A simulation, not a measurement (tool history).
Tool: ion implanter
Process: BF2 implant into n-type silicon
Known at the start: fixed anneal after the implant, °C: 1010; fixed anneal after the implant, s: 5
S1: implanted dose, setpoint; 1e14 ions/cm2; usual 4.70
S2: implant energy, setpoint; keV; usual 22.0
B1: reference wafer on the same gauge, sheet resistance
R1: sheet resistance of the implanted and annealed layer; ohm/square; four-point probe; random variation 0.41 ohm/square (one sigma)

run 1 hour=0.0 | S1=4.70 S2=22.0 | B1=328.97 | R1=278.86
run 2 hour=65.8 | S1=4.70 S2=22.0 | B1=329.01 | R1=278.63
run 3 hour=167.1 | S1=4.70 S2=22.0 | B1=329.08 | R1=279.69
run 4 hour=232.9 | S1=5.38 S2=24.0 | B1=328.89 | R1=250.48
run 5 hour=289.9 | S1=5.38 S2=24.0 | B1=328.97 | R1=250.27
run 6 hour=392.6 | S1=5.38 S2=24.0 | B1=329.02 | R1=250.28
run 7 hour=457.9 | S1=4.70 S2=22.0 | B1=329.07 | R1=279.68
run 8 hour=498.5 | S1=4.70 S2=22.0 | B1=329.00 | R1=279.52
run 9 hour=570.0 | S1=4.70 S2=22.0 | B1=329.09 | R1=280.71
-- hour=600.0 Faraday cup replaced and dose calibrated
run 10 hour=643.3 | S1=4.70 S2=18.0 | B1=329.10 | R1=290.43
-- hour=672.9 extraction supply calibrated
run 11 hour=684.9 | S1=4.70 S2=18.0 | B1=329.04 | R1=291.39
run 12 hour=734.4 | S1=4.70 S2=18.0 | B1=329.07 | R1=291.07
run 13 hour=831.4 | S1=5.28 S2=22.0 | B1=328.99 | R1=255.97
run 14 hour=877.9 | S1=3.75 S2=28.0 | B1=329.05 | R1=310.67
run 15 hour=983.6 | S1=3.86 S2=22.0 | B1=329.13 | R1=315.59
run 16 hour=1041.3 | S1=5.38 S2=24.0 | B1=329.03 | R1=246.43
run 17 hour=1078.9 | S1=3.53 S2=22.0 | B1=329.07 | R1=337.20
run 18 hour=1156.1 | S1=4.70 S2=22.0 | B1=328.95 | R1=275.18
run 19 hour=1259.7 | S1=5.62 S2=14.5 | B1=328.94 | R1=291.35
-- hour=1326.3 gauge calibrated
run 20 hour=1473.6 | S1=4.70 S2=22.0 | B1=328.96 | R1=276.18
run 21 hour=1520.3 | S1=4.70 S2=22.0 | B1=329.09 | R1=276.54
run 22 hour=1590.3 | S1=3.55 S2=19.0 | B1=328.86 | R1=347.10
run 23 hour=1662.4 | S1=5.52 S2=22.0 | B1=328.94 | R1=251.54
run 24 hour=1754.9 | S1=3.94 S2=26.5 | B1=329.02 | R1=303.93
run 25 hour=1828.3 | S1=4.70 S2=22.0 | B1=328.91 | R1=277.31
run 26 hour=1872.5 | S1=5.60 S2=29.0 | B1=329.00 | R1=228.51
run 27 hour=1943.8 | S1=4.70 S2=22.0 | B1=329.00 | R1=277.18

Measured less the same run without the tool's hidden state. The same run-to-run variation is in both; the gauge's scatter may not be:
The hidden state here: deviation of the true dose from the Faraday cup's reading, %; deviation of the true energy from its setpoint, %; gauge reads high (%).
run=1 R1=+4.38
run=2 R1=+4.53
run=3 R1=+4.78
run=4 R1=+4.15
run=5 R1=+4.26
run=6 R1=+4.47
run=7 R1=+5.46
run=8 R1=+5.55
run=9 R1=+5.74
run=10 R1=-0.20
run=11 R1=-0.12
run=12 R1=-0.02
run=13 R1=+0.16
run=14 R1=+0.43
run=15 R1=+0.69
run=16 R1=+0.56
run=17 R1=+1.09
run=18 R1=+0.92
run=19 R1=+0.71
run=20 R1=+1.64
run=21 R1=+1.75
run=22 R1=+2.64
run=23 R1=+1.60
run=24 R1=+3.10
run=25 R1=+2.46
run=26 R1=+2.17
run=27 R1=+2.72
